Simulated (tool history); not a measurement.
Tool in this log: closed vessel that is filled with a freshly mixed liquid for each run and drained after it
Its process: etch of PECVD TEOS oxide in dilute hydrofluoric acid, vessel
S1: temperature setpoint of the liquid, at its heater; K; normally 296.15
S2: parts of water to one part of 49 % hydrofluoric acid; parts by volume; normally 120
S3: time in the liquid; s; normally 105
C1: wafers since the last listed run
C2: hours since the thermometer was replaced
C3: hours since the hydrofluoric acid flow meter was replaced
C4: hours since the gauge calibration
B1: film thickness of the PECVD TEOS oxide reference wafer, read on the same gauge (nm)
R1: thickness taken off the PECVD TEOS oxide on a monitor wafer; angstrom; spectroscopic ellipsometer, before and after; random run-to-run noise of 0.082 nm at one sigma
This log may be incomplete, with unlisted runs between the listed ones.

run,hour,S1,S2,S3,C1,C2,C3,C4,B1,R1
1,0.0,296.15,120,105,0,457.2,1029.1,599.3,100.02,110.0
2,22.1,296.15,120,105,1711,479.3,1051.2,621.4,99.99,109.9
3,57.5,296.15,120,65,2741,514.7,1086.6,656.8,100.03,68.7
4,92.9,296.15,120,65,2741,550.1,1122.0,692.2,99.96,67.5
5,127.8,296.15,120,65,2702,585.0,1156.9,727.1,100.01,67.8
6,142.2,296.15,120,105,1115,599.4,1171.3,741.5,99.97,110.4
7,161.6,296.15,120,105,1502,618.8,1190.7,760.9,100.01,108.0
8,195.1,296.15,120,105,2594,652.3,1224.2,794.4,100.02,109.4
9,228.0,296.15,120,105,2547,685.2,1257.1,827.3,100.00,108.2
10,245.2,296.15,120,105,1331,702.4,1274.3,844.5,100.00,108.4
# hour 293.7: hydrofluoric acid flow meter replaced
11,322.5,297.65,120,135,5908,779.7,28.8,921.8,100.02,146.9
12,341.3,297.65,120,135,1455,798.5,47.6,940.6,99.98,148.3
13,358.0,296.15,145,105,1293,815.2,64.3,957.3,100.00,87.2
# hour 363.1: gauge calibrated
14,371.1,296.15,145,105,1014,828.3,77.4,8.0,99.98,86.6
15,400.7,296.15,120,105,2292,857.9,107.0,37.6,99.98,108.8
16,431.9,300.65,95,105,2416,889.1,138.2,68.8,100.01,166.0
17,449.8,301.15,80,155,1386,907.0,156.1,86.7,100.02,301.9
18,502.4,291.15,140,105,4073,959.6,208.7,139.3,100.03,72.6
19,520.2,292.65,60,105,1378,977.4,226.5,157.1,100.00,194.1
20,553.0,296.15,170,155,2539,1010.2,259.3,189.9,99.98,106.4
21,582.2,294.65,180,105,2261,1039.4,288.5,219.1,100.02,63.0
22,609.7,296.15,120,105,2129,1066.9,316.0,246.6,100.00,105.9
23,623.6,296.15,120,105,1076,1080.8,329.9,260.5,100.00,105.5
# hour 630.7: thermometer replaced
24,638.3,296.15,175,45,1060,7.6,344.6,275.2,100.01,31.4
25,654.7,296.15,120,105,1269,24.0,361.0,291.6,100.00,115.6
26,676.1,296.15,100,105,1657,45.4,382.4,313.0,100.00,140.4
27,698.4,294.65,70,105,1726,67.7,404.7,335.3,99.97,193.9
28,725.9,293.15,170,150,2129,95.2,432.2,362.8,100.00,96.4
29,756.0,299.65,120,105,2330,125.3,462.3,392.9,99.99,129.6
30,781.2,291.15,120,105,1951,150.5,487.5,418.1,100.02,93.3
31,794.5,296.15,120,105,1029,163.8,500.8,431.4,99.98,113.9
32,807.9,296.15,160,105,1037,177.2,514.2,444.8,100.00,81.1
33,840.4,296.15,155,170,2516,209.7,546.7,477.3,100.00,136.3

List, for all runs, the conditions of the tool that the log does not record:
hydrofluoric acid flow below the setpoint (%): 0 at every run
gauge reads high (%): 0 at every run
H1: liquid colder than its thermometer reads (K)
run,H1
1,1.08
2,1.12
3,1.19
4,1.26
5,1.33
6,1.35
7,1.39
8,1.46
9,1.52
10,1.55
11,1.7
12,1.74
13,1.77
14,1.8
15,1.86
16,1.92
17,1.95
18,2.05
19,2.09
20,2.15
21,2.21
22,2.26
23,2.29
24,0.245
25,0.277
26,0.319
27,0.362
28,0.415
29,0.473
30,0.522
31,0.548
32,0.574
33,0.637
